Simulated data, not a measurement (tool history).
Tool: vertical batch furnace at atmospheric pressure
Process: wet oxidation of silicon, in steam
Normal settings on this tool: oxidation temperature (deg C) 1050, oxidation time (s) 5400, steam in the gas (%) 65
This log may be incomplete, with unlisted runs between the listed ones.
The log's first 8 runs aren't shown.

run,hour,oxidation temperature (deg C),oxidation time (s),steam in the gas (%),wafers since the last listed run,hours since the last temperature calibration,hours since the steam generator was serviced,hours since the gauge calibration,"read-back reference wafer on the same gauge, thickness",oxide thickness on the monitor wafer (Å)
9,271.8,1041,5400,65,170,3620,1017.7,532,664.93,5825.9
10,301.5,1050,5400,65,254,3649.7,1047.4,561.7,665.04,6056.8
# hour 341.5: steam generator serviced
11,342,1050,5400,65,141,3690.2,0.5,602.2,664.96,6068.7
12,377.6,1050,5400,65,305,3725.8,36.1,637.8,664.58,6094.2
# hour 431.8: thermocouples replaced and temperature profile calibrated
13,432.3,1050,3780,61,263,0.5,90.8,692.5,664.9,4779.5
14,437,1050,3420,65,40,5.2,95.5,697.2,665.03,4701.3
15,447.6,1050,5400,65,90,15.8,106.1,707.8,664.85,6062.2
16,473.7,1050,5400,65,223,41.9,132.2,733.9,664.76,6068.6
17,496.5,1050,6450,53,195,64.7,155,756.7,665.31,5970.6
18,512.8,1050,5400,57,139,81,171.3,773,665.25,5630.5
19,530.4,1025,7440,58,150,98.6,188.9,790.6,665.35,6110.5
20,553.5,1028,7020,65,198,121.7,212,813.7,664.95,6413.6
21,578.6,1050,5400,65,215,146.8,237.1,838.8,665.01,6061.1
# hour 584.8: gauge calibrated
22,611.2,1050,3990,73,279,179.4,269.7,26.4,664.82,5455.3
23,643.2,1050,5400,65,274,211.4,301.7,58.4,665.2,6042.7
24,661.3,1050,5400,61,155,229.5,319.8,76.5,664.81,5850.8
25,684,1039,5400,72,194,252.2,342.5,99.2,665.03,6132.5
26,704,1050,5400,65,171,272.2,362.5,119.2,665.05,6041.4
27,723.2,1061,5400,65,164,291.4,381.7,138.4,665.16,6344.8
28,740.2,1050,2730,54,145,308.4,398.7,155.4,664.82,3680.7
29,756.8,1050,4080,65,142,325,415.3,172,665.19,5170.2
30,785.1,1039,5400,72,242,353.3,443.6,200.3,664.64,6141.7
31,814.9,1050,5400,69,255,383.1,473.4,230.1,665.13,6272
32,850.4,1050,5400,65,304,418.6,508.9,265.6,665.05,6074

Here are 5 independent what-if runs from the current tool condition. What would each one return?
A,855.1,1050,5400,65,40,423.3,513.6,270.3,?,?
B,855.1,1050,6480,74,40,423.3,513.6,270.3,?,?
C,855.1,1042,2790,65,40,423.3,513.6,270.3,?,?
D,855.1,1034,7770,69,40,423.3,513.6,270.3,?,?
E,855.1,1066,3510,65,40,423.3,513.6,270.3,?,?

run,"read-back reference wafer on the same gauge, thickness",oxide thickness on the monitor wafer (Å)
A,665.12,6078.5
B,665.12,7231.2
C,665.12,4013.2
D,665.12,7217.3
E,665.12,5098.6
What these runs would have given with no unlogged condition in the tool:
run,oxide thickness on the monitor wafer (Å)
A,6078.5
B,7231.2
C,4013.2
D,7217.3
E,5098.6
